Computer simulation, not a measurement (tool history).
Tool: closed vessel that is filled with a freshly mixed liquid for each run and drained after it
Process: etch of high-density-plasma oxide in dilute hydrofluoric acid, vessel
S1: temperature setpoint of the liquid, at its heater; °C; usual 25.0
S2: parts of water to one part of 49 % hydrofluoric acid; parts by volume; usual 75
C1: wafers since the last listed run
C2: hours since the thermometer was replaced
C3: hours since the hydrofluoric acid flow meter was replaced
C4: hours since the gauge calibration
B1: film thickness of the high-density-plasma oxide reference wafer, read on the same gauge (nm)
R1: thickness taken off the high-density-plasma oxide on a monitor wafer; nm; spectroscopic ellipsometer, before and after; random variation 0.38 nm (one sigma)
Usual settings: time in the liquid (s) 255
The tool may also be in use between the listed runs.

Run 1, hour 0.0: usual settings; C1 0; C2 1354.7; C3 121.8; C4 242.4; B1 59.99. Result: R1 42.85 nm.
Run 2, hour 41.5: usual settings; C1 2731; C2 1396.2; C3 163.3; C4 283.9; B1 60.00. Result: R1 42.94 nm.
Run 3, hour 135.3: usual settings; C1 6174; C2 1490.0; C3 257.1; C4 377.7; B1 59.99. Result: R1 42.02 nm.
Run 4, hour 198.8: usual settings; C1 4179; C2 1553.5; C3 320.6; C4 441.2; B1 60.00. Result: R1 42.58 nm.
Run 5, hour 292.9: usual settings; C1 6194; C2 1647.6; C3 414.7; C4 535.3; B1 60.01. Result: R1 42.42 nm.
Run 6, hour 352.5: usual settings; C1 3923; C2 1707.2; C3 474.3; C4 594.9; B1 60.03. Result: R1 42.15 nm.
Run 7, hour 529.5: usual settings; C1 11650; C2 1884.2; C3 651.3; C4 771.9; B1 59.99. Result: R1 41.85 nm.
Run 8, hour 628.3: usual settings; C1 6503; C2 1983.0; C3 750.1; C4 870.7; B1 59.98. Result: R1 41.91 nm.
At hour 644.4: hydrofluoric acid flow meter replaced.
At hour 682.1: thermometer replaced.
Run 9, hour 711.2: usual settings; C1 5325; C2 29.1; C3 66.8; C4 953.6; B1 60.02. Result: R1 44.24 nm.
Run 10, hour 758.4: usual settings but S1 23.5 °C, time in the liquid (s) 145; C1 3106; C2 76.3; C3 114.0; C4 1000.8; B1 60.02. Result: R1 23.78 nm.
Run 11, hour 848.6: usual settings but S1 23.5 °C, time in the liquid (s) 145; C1 5937; C2 166.5; C3 204.2; C4 1091.0; B1 60.00. Result: R1 23.71 nm.
Run 12, hour 907.5: usual settings but S1 23.5 °C, time in the liquid (s) 145; C1 3877; C2 225.4; C3 263.1; C4 1149.9; B1 60.00. Result: R1 24.05 nm.
Run 13, hour 947.1: usual settings; C1 2606; C2 265.0; C3 302.7; C4 1189.5; B1 60.00. Result: R1 44.60 nm.
Run 14, hour 1049.0: usual settings; C1 6707; C2 366.9; C3 404.6; C4 1291.4; B1 59.99. Result: R1 44.10 nm.
Run 15, hour 1094.8: usual settings but S1 22.5 °C, S2 60 parts by volume, time in the liquid (s) 350; C1 3014; C2 412.7; C3 450.4; C4 1337.2; B1 59.99. Result: R1 70.11 nm.
Run 16, hour 1159.6: usual settings but S1 27.5 °C, S2 90 parts by volume, time in the liquid (s) 410; C1 4265; C2 477.5; C3 515.2; C4 1402.0; B1 60.00. Result: R1 63.53 nm.
Run 17, hour 1210.2: usual settings but S1 28.0 °C, S2 35 parts by volume, time in the liquid (s) 340; C1 3330; C2 528.1; C3 565.8; C4 1452.6; B1 60.01. Result: R1 149.41 nm.
Run 18, hour 1295.3: usual settings but S1 28.5 °C, time in the liquid (s) 185; C1 5601; C2 613.2; C3 650.9; C4 1537.7; B1 59.98. Result: R1 37.02 nm.
At hour 1313.6: gauge calibrated.
At hour 1383.9: hydrofluoric acid flow meter replaced.
Run 19, hour 1391.7: usual settings but S2 95 parts by volume; C1 6279; C2 709.6; C3 7.8; C4 78.1; B1 60.01. Result: R1 33.47 nm.
Run 20, hour 1470.7: usual settings; C1 5200; C2 788.6; C3 86.8; C4 157.1; B1 59.99. Result: R1 43.59 nm.
Run 21, hour 1565.5: usual settings; C1 6240; C2 883.4; C3 181.6; C4 251.9; B1 59.97. Result: R1 43.34 nm.
Run 22, hour 1637.5: usual settings; C1 4739; C2 955.4; C3 253.6; C4 323.9; B1 60.01. Result: R1 43.42 nm.
Run 23, hour 1674.3: usual settings; C1 2422; C2 992.2; C3 290.4; C4 360.7; B1 60.02. Result: R1 43.60 nm.
Run 24, hour 1735.9: usual settings but S1 22.5 °C, S2 90 parts by volume, time in the liquid (s) 125; C1 4054; C2 1053.8; C3 352.0; C4 422.3; B1 60.00. Result: R1 15.68 nm.
Run 25, hour 1809.6: usual settings but S1 23.5 °C, S2 100 parts by volume; C1 4851; C2 1127.5; C3 425.7; C4 496.0; B1 60.01. Result: R1 29.61 nm.
Run 26, hour 1875.3: usual settings; C1 4324; C2 1193.2; C3 491.4; C4 561.7; B1 59.98. Result: R1 42.65 nm.
Run 27, hour 1977.6: usual settings; C1 6733; C2 1295.5; C3 593.7; C4 664.0; B1 60.00. Result: R1 41.87 nm.
Run 28, hour 2019.3: usual settings but S2 65 parts by volume, time in the liquid (s) 200; C1 2744; C2 1337.2; C3 635.4; C4 705.7; B1 60.01. Result: R1 39.71 nm.
Run 29, hour 2102.2: usual settings but S2 110 parts by volume, time in the liquid (s) 330; C1 5456; C2 1420.1; C3 718.3; C4 788.6; B1 59.98. Result: R1 35.89 nm.

Measured less the same run without the tool's hidden state. The same run-to-run variation is in both; the gauge's scatter may not be:
The hidden state here: liquid colder than its thermometer reads (K); hydrofluoric acid flow below the setpoint (%); gauge reads high (%).
run     R1
  1  -2.37
  2  -2.43
  3  -2.53
  4  -2.65
  5  -2.79
  6  -2.86
  7  -3.11
  8  -3.29
  9  -0.44
 10  -0.28
 11  -0.36
 12  -0.41
 13  -0.81
 14  -0.97
 15  -1.70
 16  -1.57
 17  -4.11
 18  -1.10
 19  -1.11
 20  -1.59
 21  -1.74
 22  -1.85
 23  -1.92
 24  -0.73
 25  -1.43
 26  -2.18
 27  -2.29
 28  -2.26
 29  -2.07
